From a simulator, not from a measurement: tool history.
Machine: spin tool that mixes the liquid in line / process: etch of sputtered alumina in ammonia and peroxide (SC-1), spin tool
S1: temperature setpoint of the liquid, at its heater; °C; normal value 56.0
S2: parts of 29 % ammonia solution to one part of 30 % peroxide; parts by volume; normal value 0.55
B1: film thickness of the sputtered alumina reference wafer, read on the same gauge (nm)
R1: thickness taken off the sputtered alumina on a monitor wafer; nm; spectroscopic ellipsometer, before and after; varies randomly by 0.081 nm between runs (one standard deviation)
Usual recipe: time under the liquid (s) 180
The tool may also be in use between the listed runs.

Run 1, hour 0.0: usual settings but S2 0.75 parts by volume; B1 40.00. Result: R1 11.66 nm.
At hour 77.0: thermometer replaced.
Run 2, hour 82.0: usual settings; B1 40.02. Result: R1 11.25 nm.
Run 3, hour 94.8: usual settings; B1 39.99. Result: R1 11.08 nm.
Run 4, hour 123.1: usual settings but S1 64.0 °C, S2 0.35 parts by volume, time under the liquid (s) 240; B1 39.98. Result: R1 21.64 nm.
Run 5, hour 180.5: usual settings; B1 39.98. Result: R1 11.24 nm.
Run 6, hour 200.3: usual settings; B1 40.00. Result: R1 11.22 nm.
Run 7, hour 217.6: usual settings but S1 51.5 °C; B1 39.99. Result: R1 8.86 nm.
Run 8, hour 240.5: usual settings but S1 60.5 °C, S2 0.65 parts by volume, time under the liquid (s) 135; B1 40.00. Result: R1 10.81 nm.
At hour 259.7: new drum of ammonia solution connected.
Run 9, hour 272.1: usual settings but S1 62.0 °C, S2 0.35 parts by volume; B1 39.97. Result: R1 14.66 nm.
Run 10, hour 307.9: usual settings but S2 0.65 parts by volume; B1 39.99. Result: R1 11.47 nm.
Run 11, hour 323.7: usual settings but S1 61.0 °C, S2 0.25 parts by volume, time under the liquid (s) 290; B1 39.99. Result: R1 21.88 nm.
Run 12, hour 347.1: usual settings but S1 59.0 °C; B1 40.00. Result: R1 12.88 nm.
Run 13, hour 379.8: usual settings but time under the liquid (s) 255; B1 39.98. Result: R1 15.68 nm.
Run 14, hour 411.1: usual settings but S2 0.35 parts by volume; B1 40.03. Result: R1 10.68 nm.
Run 15, hour 427.8: usual settings but S2 0.70 parts by volume, time under the liquid (s) 280; B1 40.03. Result: R1 17.44 nm.
Run 16, hour 460.8: usual settings but S1 52.5 °C, time under the liquid (s) 250; B1 40.00. Result: R1 12.68 nm.
Run 17, hour 479.5: usual settings but S1 46.5 °C; B1 40.01. Result: R1 6.54 nm.
Run 18, hour 515.2: usual settings but S1 52.0 °C, S2 0.30 parts by volume, time under the liquid (s) 285; B1 40.01. Result: R1 13.34 nm.
Run 19, hour 544.9: usual settings but S1 50.5 °C, S2 0.85 parts by volume, time under the liquid (s) 110; B1 39.97. Result: R1 5.18 nm.
Run 20, hour 557.3: usual settings but S1 52.5 °C, time under the liquid (s) 280; B1 40.01. Result: R1 14.08 nm.
Run 21, hour 590.1: usual settings but S1 64.0 °C, S2 0.35 parts by volume, time under the liquid (s) 240; B1 39.99. Result: R1 21.03 nm.
Run 22, hour 605.7: usual settings but S1 61.5 °C; B1 39.99. Result: R1 14.82 nm.
Run 23, hour 628.1: usual settings but S1 50.5 °C, S2 0.80 parts by volume, time under the liquid (s) 145; B1 39.99. Result: R1 6.74 nm.
Run 24, hour 649.4: usual settings but S1 61.5 °C, S2 0.30 parts by volume; B1 40.00. Result: R1 13.84 nm.
Run 25, hour 677.5: usual settings but S1 61.5 °C, S2 0.65 parts by volume; B1 40.00. Result: R1 14.81 nm.

Exercise: give the hidden state of the tool at every run:
liquid colder than its thermometer reads (K): 0 on each run
ammonia flow below the setpoint (%): 0 on each run
ammonia solution weaker than its label (%): 0 on each run
gauge reads high (%): 0 on each run
H1: temperature lost on the way to the wafer (K)
run     H1
  1  0.151
  2  0.242
  3  0.256
  4  0.288
  5  0.351
  6  0.374
  7  0.393
  8  0.418
  9  0.453
 10  0.493
 11  0.511
 12  0.537
 13  0.573
 14  0.608
 15  0.627
 16  0.664
 17  0.684
 18  0.724
 19  0.757
 20  0.771
 21  0.807
 22  0.825
 23   0.85
 24  0.873
 25  0.905
